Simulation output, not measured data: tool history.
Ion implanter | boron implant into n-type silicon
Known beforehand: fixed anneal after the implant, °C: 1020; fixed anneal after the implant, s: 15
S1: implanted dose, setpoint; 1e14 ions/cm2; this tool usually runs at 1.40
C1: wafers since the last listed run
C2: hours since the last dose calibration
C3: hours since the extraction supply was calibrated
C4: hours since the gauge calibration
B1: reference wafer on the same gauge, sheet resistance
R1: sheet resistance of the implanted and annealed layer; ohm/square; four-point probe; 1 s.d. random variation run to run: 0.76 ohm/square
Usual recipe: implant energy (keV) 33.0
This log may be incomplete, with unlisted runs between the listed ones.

{"run": 1, "hour": 0.0, "S1": 1.68, "implant energy (keV)": 35.5, "C1": 0, "C2": 496.9, "C3": 6573.1, "C4": 92.6, "B1": 574.93, "R1": 432.81}
{"run": 2, "hour": 31.3, "S1": 1.68, "implant energy (keV)": 35.5, "C1": 745, "C2": 528.2, "C3": 6604.4, "C4": 123.9, "B1": 574.85, "R1": 433.45}
{"run": 3, "hour": 44.3, "S1": 1.68, "implant energy (keV)": 35.5, "C1": 309, "C2": 541.2, "C3": 6617.4, "C4": 136.9, "B1": 575.27, "R1": 434.45}
{"run": 4, "hour": 75.0, "S1": 1.4, "implant energy (keV)": 33.0, "C1": 731, "C2": 571.9, "C3": 6648.1, "C4": 167.6, "B1": 575.03, "R1": 501.37}
{"run": 5, "hour": 100.4, "S1": 1.4, "implant energy (keV)": 33.0, "C1": 604, "C2": 597.3, "C3": 6673.5, "C4": 193.0, "B1": 575.26, "R1": 503.47}
{"run": 6, "hour": 169.8, "S1": 1.4, "implant energy (keV)": 33.0, "C1": 1652, "C2": 666.7, "C3": 6742.9, "C4": 262.4, "B1": 575.07, "R1": 503.06}
{"run": 7, "hour": 201.1, "S1": 1.4, "implant energy (keV)": 33.0, "C1": 745, "C2": 698.0, "C3": 6774.2, "C4": 293.7, "B1": 574.87, "R1": 501.35}
{"run": 8, "hour": 229.0, "S1": 1.4, "implant energy (keV)": 33.0, "C1": 664, "C2": 725.9, "C3": 6802.1, "C4": 321.6, "B1": 574.97, "R1": 502.37}
{"run": 9, "hour": 259.7, "S1": 1.4, "implant energy (keV)": 33.0, "C1": 731, "C2": 756.6, "C3": 6832.8, "C4": 352.3, "B1": 574.89, "R1": 501.28}
{"run": 10, "hour": 289.5, "S1": 1.4, "implant energy (keV)": 33.0, "C1": 709, "C2": 786.4, "C3": 6862.6, "C4": 382.1, "B1": 574.83, "R1": 501.33}
{"run": 11, "hour": 301.8, "S1": 1.68, "implant energy (keV)": 43.0, "C1": 292, "C2": 798.7, "C3": 6874.9, "C4": 394.4, "B1": 574.63, "R1": 420.19}
{"hour": 307.4, "done": "gauge calibrated"}
{"hour": 320.8, "done": "Faraday cup replaced and dose calibrated"}
{"run": 12, "hour": 329.7, "S1": 1.4, "implant energy (keV)": 33.0, "C1": 473, "C2": 8.9, "C3": 6902.8, "C4": 22.3, "B1": 574.95, "R1": 506.32}
{"run": 13, "hour": 357.8, "S1": 1.82, "implant energy (keV)": 42.5, "C1": 669, "C2": 37.0, "C3": 6930.9, "C4": 50.4, "B1": 574.8, "R1": 402.05}
{"hour": 392.6, "done": "extraction supply calibrated"}
{"run": 14, "hour": 393.1, "S1": 1.4, "implant energy (keV)": 33.0, "C1": 650, "C2": 72.3, "C3": 0.5, "C4": 85.7, "B1": 575.21, "R1": 507.11}
{"run": 15, "hour": 444.7, "S1": 1.55, "implant energy (keV)": 40.0, "C1": 1228, "C2": 123.9, "C3": 52.1, "C4": 137.3, "B1": 574.92, "R1": 453.4}
{"run": 16, "hour": 479.6, "S1": 1.4, "implant energy (keV)": 42.0, "C1": 831, "C2": 158.8, "C3": 87.0, "C4": 172.2, "B1": 575.19, "R1": 485.92}
{"run": 17, "hour": 511.8, "S1": 1.64, "implant energy (keV)": 33.0, "C1": 766, "C2": 191.0, "C3": 119.2, "C4": 204.4, "B1": 575.15, "R1": 448.28}
{"run": 18, "hour": 536.8, "S1": 1.68, "implant energy (keV)": 35.5, "C1": 595, "C2": 216.0, "C3": 144.2, "C4": 229.4, "B1": 575.09, "R1": 435.69}
{"run": 19, "hour": 565.8, "S1": 1.4, "implant energy (keV)": 33.0, "C1": 690, "C2": 245.0, "C3": 173.2, "C4": 258.4, "B1": 575.2, "R1": 503.77}
{"run": 20, "hour": 583.9, "S1": 1.75, "implant energy (keV)": 23.5, "C1": 431, "C2": 263.1, "C3": 191.3, "C4": 276.5, "B1": 575.18, "R1": 447.05}
{"run": 21, "hour": 608.9, "S1": 1.12, "implant energy (keV)": 29.0, "C1": 595, "C2": 288.1, "C3": 216.3, "C4": 301.5, "B1": 575.14, "R1": 608.78}

Predict each of these 3 candidate next runs independently; none follows another, all start after run 21:
{"run": "A", "hour": 609.3, "S1": 1.4, "implant energy (keV)": 33.0, "C1": 9, "C2": 288.5, "C3": 216.7, "C4": 301.9, "B1": "?", "R1": "?"}
{"run": "B", "hour": 609.3, "S1": 1.52, "implant energy (keV)": 39.5, "C1": 9, "C2": 288.5, "C3": 216.7, "C4": 301.9, "B1": "?", "R1": "?"}
{"run": "C", "hour": 609.3, "S1": 1.16, "implant energy (keV)": 39.5, "C1": 9, "C2": 288.5, "C3": 216.7, "C4": 301.9, "B1": "?", "R1": "?"}

run=A B1=574.78 R1=504.97
run=B B1=574.78 R1=461.46
run=C B1=574.78 R1=561.20
The same runs, with their run-to-run variation unchanged, on a tool lacking any hidden condition would have given:
run=A R1=507.37
run=B R1=463.62
run=C R1=563.77

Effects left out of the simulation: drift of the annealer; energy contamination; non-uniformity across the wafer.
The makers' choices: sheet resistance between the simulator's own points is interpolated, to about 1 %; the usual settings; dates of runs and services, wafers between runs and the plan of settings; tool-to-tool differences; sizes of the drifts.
